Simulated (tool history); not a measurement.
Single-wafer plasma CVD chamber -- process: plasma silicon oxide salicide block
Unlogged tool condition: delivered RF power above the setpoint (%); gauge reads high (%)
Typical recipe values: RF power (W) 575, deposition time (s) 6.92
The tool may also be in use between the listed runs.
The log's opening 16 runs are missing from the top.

run   hour  RF power (W)  deposition time (s)  wafers since the last listed run  hours since the last RF generator calibration  hours since the showerhead was replaced  hours since the gauge calibration  read-back reference wafer on the same gauge, thickness_nm  mean film thickness on the monitor wafer (angstrom)
 17  459.1           575                 6.92                               401                                          910.9                                   5577.1                              836.6                                                     62.026                                               672.83
     468.5  -- gauge calibrated
 18  474.6           575                 6.92                               384                                          926.4                                   5592.6                                6.1                                                     62.003                                               670.35
 19  497.1           655                 6.13                               557                                          948.9                                   5615.1                               28.6                                                     61.971                                               628.43
     515.6  -- RF generator calibrated
 20  526.7           575                 7.30                               535                                           11.1                                   5644.7                               58.2                                                     62.047                                               725.65
 21  543.5           575                 6.92                               416                                           27.9                                   5661.5                               75.0                                                     62.035                                               684.96
 22  568.0           480                 8.03                               607                                           52.4                                   5686.0                               99.5                                                     62.033                                               722.37
     591.3  -- showerhead replaced
 23  602.5           485                 6.08                               656                                           86.9                                     11.2                              134.0                                                     62.011                                               549.75
 24  620.5           530                 6.44                               446                                          104.9                                     29.2                              152.0                                                     62.044                                               607.69
 25  632.7           635                 7.55                               302                                          117.1                                     41.4                              164.2                                                     61.998                                               782.84
 26  651.1           575                 6.92                               456                                          135.5                                     59.8                              182.6                                                     62.048                                               678.88
 27  676.2           485                 6.92                               622                                          160.6                                     84.9                              207.7                                                     62.064                                               623.48
 28  696.0           630                 6.55                               490                                          180.4                                    104.7                              227.5                                                     61.964                                               676.97
 29  714.5           460                 6.92                               458                                          198.9                                    123.2                              246.0                                                     62.042                                               607.18
 30  777.7           615                 6.92                              1566                                          262.1                                    186.4                              309.2                                                     62.010                                               708.12
 31  790.8           665                 5.87                               324                                          275.2                                    199.5                              322.3                                                     62.004                                               619.82
 32  826.0           575                 6.92                               872                                          310.4                                    234.7                              357.5                                                     62.054                                               679.36
 33  861.1           485                 6.92                               870                                          345.5                                    269.8                              392.6                                                     61.962                                               619.72
 34  882.6           575                 6.92                               533                                          367.0                                    291.3                              414.1                                                     62.021                                               680.64
 35  916.4           485                 6.08                               837                                          400.8                                    325.1                              447.9                                                     61.987                                               540.08
 36  941.3           625                 6.39                               617                                          425.7                                    350.0                              472.8                                                     62.002                                               655.07

Branching from run 36: 5 alternative next runs. What would each branch give?
  A  941.7           575                 6.29                                 9                                          426.1                                    350.4                              473.2                                                          ?                                                    ?
  B  941.7           520                 6.92                                 9                                          426.1                                    350.4                              473.2                                                          ?                                                    ?
  C  941.7           605                 5.55                                 9                                          426.1                                    350.4                              473.2                                                          ?                                                    ?
  D  941.7           515                 6.00                                 9                                          426.1                                    350.4                              473.2                                                          ?                                                    ?
  E  941.7           515                 7.82                                 9                                          426.1                                    350.4                              473.2                                                          ?                                                    ?

run  read-back reference wafer on the same gauge, thickness_nm  mean film thickness on the monitor wafer (angstrom)
  A                                                     61.940                                               619.93
  B                                                     61.940                                               646.66
  C                                                     61.940                                               561.12
  D                                                     61.940                                               557.70
  E                                                     61.940                                               726.87
Without the tool's unlogged condition, the same runs would have read:
run  mean film thickness on the monitor wafer (angstrom)
  A                                               627.96
  B                                               655.03
  C                                               568.39
  D                                               564.92
  E                                               736.28
